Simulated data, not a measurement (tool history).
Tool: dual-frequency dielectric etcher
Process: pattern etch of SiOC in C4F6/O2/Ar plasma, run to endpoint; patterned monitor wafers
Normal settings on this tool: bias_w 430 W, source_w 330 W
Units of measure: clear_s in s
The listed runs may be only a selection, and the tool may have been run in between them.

run	hour	bias_w	source_w	wafers since the last listed run	hours since the last wet clean	hours since the last bias power generator calibration	hours since the last source power generator calibration	hours since the last upper electrode change	incoming incoming film thickness, nm	clear_s
1	0	482	330	0	183.5	3124.8	2516.6	3486.3	33.62	12.4
2	66.9	482	330	1164	250.4	3191.7	2583.5	3553.2	33.73	12.2
3	106.3	482	330	685	289.8	3231.1	2622.9	3592.6	33.31	12
4	162	430	330	969	345.5	3286.8	2678.6	3648.3	33.35	12.7
5	227.5	430	330	1140	411	3352.3	2744.1	3713.8	33.61	12.6
# hour 272.4: upper electrode replaced
# hour 281.9: wet clean of the chamber
6	282.4	430	330	372	0.5	3407.2	2799	10	33.6	13.3
7	303.8	511	330	372	21.9	3428.6	2820.4	31.4	33.69	12.2
8	330.8	365	360	469	48.9	3455.6	2847.4	58.4	33.33	13.4
9	386	534	380	960	104.1	3510.8	2902.6	113.6	33.66	11.4
# hour 392: bias power generator calibrated
# hour 401.8: source power generator calibrated
10	441	402	290	818	159.1	49	39.2	168.6	33.59	13.7
11	499.6	391	360	1019	217.7	107.6	97.8	227.2	33.39	12.8
12	530	430	330	529	248.1	138	128.2	257.6	33.67	12.8
13	575.4	468	360	790	293.5	183.4	173.6	303	33.71	12.1
14	635.4	430	410	1044	353.5	243.4	233.6	363	33.77	11.7
# hour 733.7: wet clean of the chamber
15	773.4	430	330	1984	39.7	381.4	371.6	501	33.41	13
16	797.9	488	390	426	64.2	405.9	396.1	525.5	33.7	11.8
17	860.2	430	330	1084	126.5	468.2	458.4	587.8	33.83	12.8

Predict each of these 3 candidate next runs independently; none follows another, all start after run 17:
A	860.6	333	330	6	126.9	468.6	458.8	588.2	33.49	?
B	860.6	361	330	6	126.9	468.6	458.8	588.2	33.49	?
C	860.6	508	270	6	126.9	468.6	458.8	588.2	33.49	?

run	clear_s
A	14.2
B	13.8
C	12.9
Without the tool's hidden state the same runs would have given:
run	clear_s
A	14.4
B	13.9
C	13
